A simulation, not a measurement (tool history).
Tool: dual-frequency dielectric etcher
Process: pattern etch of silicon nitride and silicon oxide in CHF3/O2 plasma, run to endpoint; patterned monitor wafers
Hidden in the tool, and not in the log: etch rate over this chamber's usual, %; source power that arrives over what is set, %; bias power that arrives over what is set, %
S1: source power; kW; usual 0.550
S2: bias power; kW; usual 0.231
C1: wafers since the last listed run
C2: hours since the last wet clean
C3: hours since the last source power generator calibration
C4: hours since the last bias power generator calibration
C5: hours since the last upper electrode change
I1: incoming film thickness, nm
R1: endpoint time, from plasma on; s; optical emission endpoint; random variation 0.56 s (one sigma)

run 1 hour=0.0 | S1=0.550 S2=0.197 | C1=0 C2=400.2 C3=2784.0 C4=3500.1 C5=5181.5 | I1=246.6 | R1=159.9
run 2 hour=94.1 | S1=0.550 S2=0.197 | C1=424 C2=494.3 C3=2878.1 C4=3594.2 C5=5275.6 | I1=247.3 | R1=161.3
run 3 hour=183.5 | S1=0.550 S2=0.231 | C1=402 C2=583.7 C3=2967.5 C4=3683.6 C5=5365.0 | I1=247.7 | R1=154.8
-- hour=294.6 wet clean of the chamber
run 4 hour=295.1 | S1=0.550 S2=0.231 | C1=394 C2=0.5 C3=3079.1 C4=3795.2 C5=5476.6 | I1=245.7 | R1=154.0
run 5 hour=338.7 | S1=0.550 S2=0.202 | C1=196 C2=44.1 C3=3122.7 C4=3838.8 C5=5520.2 | I1=248.0 | R1=161.1
run 6 hour=539.1 | S1=0.550 S2=0.202 | C1=902 C2=244.5 C3=3323.1 C4=4039.2 C5=5720.6 | I1=246.2 | R1=159.5
run 7 hour=618.2 | S1=0.440 S2=0.231 | C1=356 C2=323.6 C3=3402.2 C4=4118.3 C5=5799.7 | I1=249.1 | R1=173.4
run 8 hour=656.2 | S1=0.550 S2=0.231 | C1=171 C2=361.6 C3=3440.2 C4=4156.3 C5=5837.7 | I1=249.2 | R1=155.9
run 9 hour=721.8 | S1=0.550 S2=0.231 | C1=295 C2=427.2 C3=3505.8 C4=4221.9 C5=5903.3 | I1=245.9 | R1=154.2
run 10 hour=803.6 | S1=0.550 S2=0.231 | C1=368 C2=509.0 C3=3587.6 C4=4303.7 C5=5985.1 | I1=247.6 | R1=154.5
-- hour=878.6 wet clean of the chamber
run 11 hour=889.5 | S1=0.550 S2=0.231 | C1=278 C2=10.9 C3=3673.5 C4=4389.6 C5=6071.0 | I1=247.2 | R1=154.6
run 12 hour=972.4 | S1=0.610 S2=0.277 | C1=373 C2=93.8 C3=3756.4 C4=4472.5 C5=6153.9 | I1=247.0 | R1=139.6
-- hour=1063.7 upper electrode replaced, of another model than before
run 13 hour=1064.2 | S1=0.610 S2=0.277 | C1=305 C2=185.6 C3=3848.2 C4=4564.3 C5=0.5 | I1=246.3 | R1=136.0
run 14 hour=1104.1 | S1=0.610 S2=0.277 | C1=179 C2=225.5 C3=3888.1 C4=4604.2 C5=40.4 | I1=247.1 | R1=137.6
run 15 hour=1152.6 | S1=0.550 S2=0.231 | C1=218 C2=274.0 C3=3936.6 C4=4652.7 C5=88.9 | I1=246.3 | R1=156.0
run 16 hour=1188.8 | S1=0.550 S2=0.231 | C1=163 C2=310.2 C3=3972.8 C4=4688.9 C5=125.1 | I1=247.0 | R1=156.9
run 17 hour=1244.2 | S1=0.430 S2=0.179 | C1=249 C2=365.6 C3=4028.2 C4=4744.3 C5=180.5 | I1=247.5 | R1=208.5
-- hour=1254.1 bias power generator calibrated
run 18 hour=1311.5 | S1=0.650 S2=0.214 | C1=285 C2=432.9 C3=4095.5 C4=57.4 C5=247.8 | I1=247.4 | R1=143.9
run 19 hour=1453.0 | S1=0.550 S2=0.253 | C1=637 C2=574.4 C3=4237.0 C4=198.9 C5=389.3 | I1=245.8 | R1=152.2
-- hour=1488.1 wet clean of the chamber
run 20 hour=1513.6 | S1=0.450 S2=0.210 | C1=164 C2=25.5 C3=4297.6 C4=259.5 C5=449.9 | I1=247.2 | R1=189.6
-- hour=1598.7 source power generator calibrated
run 21 hour=1611.4 | S1=0.430 S2=0.252 | C1=422 C2=123.3 C3=12.7 C4=357.3 C5=547.7 | I1=243.2 | R1=176.1
run 22 hour=1648.8 | S1=0.550 S2=0.231 | C1=168 C2=160.7 C3=50.1 C4=394.7 C5=585.1 | I1=249.7 | R1=154.0
run 23 hour=1756.0 | S1=0.550 S2=0.202 | C1=483 C2=267.9 C3=157.3 C4=501.9 C5=692.3 | I1=245.3 | R1=158.0
run 24 hour=1830.7 | S1=0.550 S2=0.231 | C1=336 C2=342.6 C3=232.0 C4=576.6 C5=767.0 | I1=247.5 | R1=152.6
run 25 hour=1926.7 | S1=0.490 S2=0.286 | C1=432 C2=438.6 C3=328.0 C4=672.6 C5=863.0 | I1=249.4 | R1=156.8
run 26 hour=1987.3 | S1=0.680 S2=0.248 | C1=273 C2=499.2 C3=388.6 C4=733.2 C5=923.6 | I1=248.1 | R1=129.9
run 27 hour=2062.0 | S1=0.420 S2=0.270 | C1=336 C2=573.9 C3=463.3 C4=807.9 C5=998.3 | I1=248.7 | R1=182.3
-- hour=2123.2 wet clean of the chamber
run 28 hour=2166.0 | S1=0.550 S2=0.231 | C1=360 C2=42.8 C3=567.3 C4=911.9 C5=1102.3 | I1=247.3 | R1=154.0
run 29 hour=2210.3 | S1=0.550 S2=0.231 | C1=199 C2=87.1 C3=611.6 C4=956.2 C5=1146.6 | I1=247.8 | R1=155.0
run 30 hour=2277.0 | S1=0.480 S2=0.231 | C1=300 C2=153.8 C3=678.3 C4=1022.9 C5=1213.3 | I1=248.5 | R1=170.7
run 31 hour=2371.0 | S1=0.590 S2=0.262 | C1=423 C2=247.8 C3=772.3 C4=1116.9 C5=1307.3 | I1=249.0 | R1=140.4
run 32 hour=2477.3 | S1=0.550 S2=0.231 | C1=478 C2=354.1 C3=878.6 C4=1223.2 C5=1413.6 | I1=249.1 | R1=154.8

Hidden state at the last listed run before each entry between runs and at the first one after, where it differs:
Between runs 3 and 4: wet clean of the chamber (hour 294.6)
  source power that arrives over what is set, %: -4.79 -> -4.84
  measured less the result without the state, R1: +3.6 -> +3.6 s
Between runs 10 and 11: wet clean of the chamber (hour 878.6)
  source power that arrives over what is set, %: -5.01 -> -5.03
  measured less the result without the state, R1: +3.7 -> +3.8 s
Between runs 12 and 13: upper electrode replaced, of another model than before (hour 1063.7)
  source power that arrives over what is set, %: -5.05 -> -5.08
  measured less the result without the state, R1: +3.4 -> +5.0 s
Between runs 17 and 18: bias power generator calibrated (hour 1254.1)
  source power that arrives over what is set, %: -5.11 -> -5.13
  measured less the result without the state, R1: +7.9 -> +5.5 s
Between runs 19 and 20: wet clean of the chamber (hour 1488.1)
  source power that arrives over what is set, %: -5.15 -> -5.16
  measured less the result without the state, R1: +5.8 -> +7.2 s
Between runs 20 and 21: source power generator calibrated (hour 1598.7)
  source power that arrives over what is set, %: -5.16 -> -0.592
  measured less the result without the state, R1: +7.2 -> +0.7 s
Between runs 27 and 28: wet clean of the chamber (hour 2123.2)
  source power that arrives over what is set, %: -2.06 -> -2.34
  measured less the result without the state, R1: +2.6 -> +2.6 s
